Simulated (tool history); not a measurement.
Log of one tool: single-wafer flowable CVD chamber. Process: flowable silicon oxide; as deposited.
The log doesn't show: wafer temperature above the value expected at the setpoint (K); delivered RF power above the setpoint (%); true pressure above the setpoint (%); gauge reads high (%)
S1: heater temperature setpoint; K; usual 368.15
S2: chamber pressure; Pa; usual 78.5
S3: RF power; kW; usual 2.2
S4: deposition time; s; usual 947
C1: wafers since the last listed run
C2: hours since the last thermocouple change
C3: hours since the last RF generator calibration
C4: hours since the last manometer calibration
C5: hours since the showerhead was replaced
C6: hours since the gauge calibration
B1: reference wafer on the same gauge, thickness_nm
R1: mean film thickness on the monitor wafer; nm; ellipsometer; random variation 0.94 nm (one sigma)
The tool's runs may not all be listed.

run   hour      S1    S2     S3    S4  C1      C2      C3      C4      C5     C6       B1       R1
  1      0  368.15  78.5    2.2   947   0   956.7  2461.7  1394.5    5816  314.2  488.043  398.965
  2   11.3  368.15  78.5    2.2   947  26     968    2473  1405.8  5827.3  325.5  488.149  397.549
  3   27.8  368.15  78.5    2.2   947  38   984.5  2489.5  1422.3  5843.8    342  487.986  398.757
  4   42.8  368.15  78.5    2.2   947  34   999.5  2504.5  1437.3  5858.8    357  487.765  399.113
  5   52.5  368.15  78.5    2.2   947  22  1009.2  2514.2    1447  5868.5  366.7   488.04  399.384
        65  -- capacitance manometer re-zeroed and calibrated
  6   67.7  368.15  78.5    2.2   947  16  1024.4  2529.4     2.7  5883.7  381.9  487.956  395.709
  7   74.4  368.15  78.5    2.2   947  15  1031.1  2536.1     9.4  5890.4  388.6  487.789   397.79
  8   84.5  368.15  78.5    2.2   947  23  1041.2  2546.2    19.5  5900.5  398.7  487.943   397.27
      93.5  -- thermocouple changed; heater temperature recalibrated
  9  101.8  368.15  67.9    2.2   947  21     8.3  2563.5    36.8  5917.8    416  488.181  361.453
 10  115.4  368.15  78.5    2.2   947  31    21.9  2577.1    50.4  5931.4  429.6  488.029  416.725
 11  123.6  368.15  61.7   1.78  1094  19    30.1  2585.3    58.6  5939.6  437.8  487.851   363.84
     138.9  -- showerhead replaced
     140.9  -- RF generator calibrated
 12  141.4  368.15  88.7   2.44   947  18    47.9     0.5    76.4     2.5  455.6  487.931  478.532
 13  154.1  382.15  72.3   1.78  1053  29    60.6    13.2    89.1    15.2  468.3  488.015  270.977
 14  166.9  382.15  72.3   1.78  1053  29    73.4      26   101.9      28  481.1  488.055   270.16
     170.7  -- gauge calibrated
 15  179.4  359.15  78.5   1.88   815  29    85.9    38.5   114.4    40.5    8.7  487.952  448.779
 16  188.2  368.15  78.5    2.2   947  20    94.7    47.3   123.2    49.3   17.5  488.132  415.193
 17  202.7  368.15  78.5    2.2  1095  33   109.2    61.8   137.7    63.8     32  487.822  480.333
 18    210  368.15  78.5    2.2   947  16   116.5    69.1     145    71.1   39.3  488.061  414.023
 19  225.9  368.15  78.5    2.2   947  36   132.4      85   160.9      87   55.2   488.21  414.777
 20  240.8  368.15  72.9  2.335   947  34   147.3    99.9   175.8   101.9   70.1   488.14   389.94
 21  248.5  368.15  78.5    2.2   947  17     155   107.6   183.5   109.6   77.8  488.166  415.023
 22  271.2  368.15  78.5   1.96   947  52   177.7   130.3   206.2   132.3  100.5  488.004  403.995
 23  285.7  368.15  78.5   2.54   947  33   192.2   144.8   220.7   146.8    115  488.045  422.821
 24  292.4  356.15  85.6   2.38   792  15   198.9   151.5   227.4   153.5  121.7  488.055  531.752
 25  302.4  368.15  78.5    2.2   947  23   208.9   161.5   237.4   163.5  131.7  488.265  411.079
 26  313.2  368.15  88.7   2.44   947  25   219.7   172.3   248.2   174.3  142.5  487.887  474.817
 27  324.6  379.15  78.5    2.2   874  26   231.1   183.7   259.6   185.7  153.9  487.983  277.129

Forecast each of these 5 alternatives for the next run:
  A  325.3  368.15  78.5    2.2   947   1  231.8  184.4  260.3  186.4  154.6   ?   ?
  B  325.3  368.15  91.7    2.2   872   1  231.8  184.4  260.3  186.4  154.6   ?   ?
  C  325.3  368.15  78.5   2.64   947   1  231.8  184.4  260.3  186.4  154.6   ?   ?
  D  325.3  368.15  62.1    2.2  1022   1  231.8  184.4  260.3  186.4  154.6   ?   ?
  E  325.3  355.15  87.3  1.765  1096   1  231.8  184.4  260.3  186.4  154.6   ?   ?

run       B1       R1
  A  487.981  413.298
  B  487.981  444.509
  C  487.981  424.191
  D  487.981  355.835
  E  487.981  726.626
Without the tool's hidden state the same runs would have given:
run       R1
  A  419.876
  B  451.583
  C  430.942
  D  361.498
  E   737.14
